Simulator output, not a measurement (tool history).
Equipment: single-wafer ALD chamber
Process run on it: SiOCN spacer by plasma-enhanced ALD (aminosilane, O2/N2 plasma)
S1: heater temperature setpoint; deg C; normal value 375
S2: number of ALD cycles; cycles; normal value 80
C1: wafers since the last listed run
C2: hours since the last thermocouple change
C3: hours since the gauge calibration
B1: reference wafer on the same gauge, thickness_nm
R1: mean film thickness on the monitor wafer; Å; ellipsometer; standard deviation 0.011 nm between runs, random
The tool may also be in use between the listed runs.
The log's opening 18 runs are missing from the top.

run 19 hour=1057.7 | S1=375 S2=75 | C1=133 C2=740.8 C3=2098.8 | B1=4.678 | R1=38.89
run 20 hour=1173.8 | S1=375 S2=80 | C1=338 C2=856.9 C3=2214.9 | B1=4.675 | R1=41.4
run 21 hour=1204.5 | S1=375 S2=80 | C1=89 C2=887.6 C3=2245.6 | B1=4.673 | R1=41.34
run 22 hour=1237.7 | S1=375 S2=66 | C1=96 C2=920.8 C3=2278.8 | B1=4.674 | R1=34.15
run 23 hour=1268.4 | S1=375 S2=72 | C1=89 C2=951.5 C3=2309.5 | B1=4.676 | R1=37.27
run 24 hour=1323.4 | S1=369 S2=91 | C1=160 C2=1006.5 C3=2364.5 | B1=4.673 | R1=46.82
-- hour=1323.6 gauge calibrated
run 25 hour=1376.6 | S1=375 S2=80 | C1=154 C2=1059.7 C3=53 | B1=4.8 | R1=42.6
run 26 hour=1404.5 | S1=367 S2=87 | C1=81 C2=1087.6 C3=80.9 | B1=4.8 | R1=46.11
run 27 hour=1455.2 | S1=368 S2=95 | C1=147 C2=1138.3 C3=131.6 | B1=4.788 | R1=50.42
run 28 hour=1501.1 | S1=386 S2=92 | C1=133 C2=1184.2 C3=177.5 | B1=4.783 | R1=48.77
run 29 hour=1552.6 | S1=385 S2=74 | C1=150 C2=1235.7 C3=229 | B1=4.779 | R1=39.18
run 30 hour=1597.7 | S1=387 S2=71 | C1=131 C2=1280.8 C3=274.1 | B1=4.771 | R1=37.48
run 31 hour=1699 | S1=375 S2=80 | C1=295 C2=1382.1 C3=375.4 | B1=4.761 | R1=42.13
run 32 hour=1782.2 | S1=375 S2=80 | C1=242 C2=1465.3 C3=458.6 | B1=4.749 | R1=42.1
-- hour=1838.1 thermocouple changed; heater temperature recalibrated
run 33 hour=1839.3 | S1=375 S2=80 | C1=143 C2=1.2 C3=515.7 | B1=4.745 | R1=42.29
run 34 hour=1871.8 | S1=370 S2=88 | C1=94 C2=33.7 C3=548.2 | B1=4.739 | R1=46.44
run 35 hour=2053.6 | S1=386 S2=93 | C1=529 C2=215.5 C3=730 | B1=4.731 | R1=48.78
run 36 hour=2111.4 | S1=375 S2=80 | C1=168 C2=273.3 C3=787.8 | B1=4.734 | R1=41.91
run 37 hour=2150.7 | S1=375 S2=80 | C1=114 C2=312.6 C3=827.1 | B1=4.72 | R1=41.81
run 38 hour=2187.6 | S1=371 S2=96 | C1=107 C2=349.5 C3=864 | B1=4.725 | R1=50.34
run 39 hour=2219.3 | S1=385 S2=70 | C1=92 C2=381.2 C3=895.7 | B1=4.724 | R1=36.66
run 40 hour=2265.4 | S1=364 S2=80 | C1=134 C2=427.3 C3=941.8 | B1=4.722 | R1=41.74
run 41 hour=2313 | S1=375 S2=84 | C1=138 C2=474.9 C3=989.4 | B1=4.719 | R1=43.75
run 42 hour=2372.2 | S1=365 S2=65 | C1=172 C2=534.1 C3=1048.6 | B1=4.709 | R1=33.9
run 43 hour=2424.8 | S1=386 S2=87 | C1=153 C2=586.7 C3=1101.2 | B1=4.713 | R1=45.36

Alternative continuations, all from the tool just after run 43; predict every row:
run A hour=2425.4 | S1=367 S2=80 | C1=1 C2=587.3 C3=1101.8 | B1=? | R1=?
run B hour=2425.4 | S1=370 S2=71 | C1=1 C2=587.3 C3=1101.8 | B1=? | R1=?
run C hour=2425.4 | S1=368 S2=80 | C1=1 C2=587.3 C3=1101.8 | B1=? | R1=?
run D hour=2425.4 | S1=382 S2=91 | C1=1 C2=587.3 C3=1101.8 | B1=? | R1=?

run=A B1=4.714 R1=41.64
run=B B1=4.714 R1=36.96
run=C B1=4.714 R1=41.64
run=D B1=4.714 R1=47.37
With the hidden condition removed and each run's random variation left untouched, the same runs would have given:
run=A R1=42.43
run=B R1=37.66
run=C R1=42.43
run=D R1=48.27
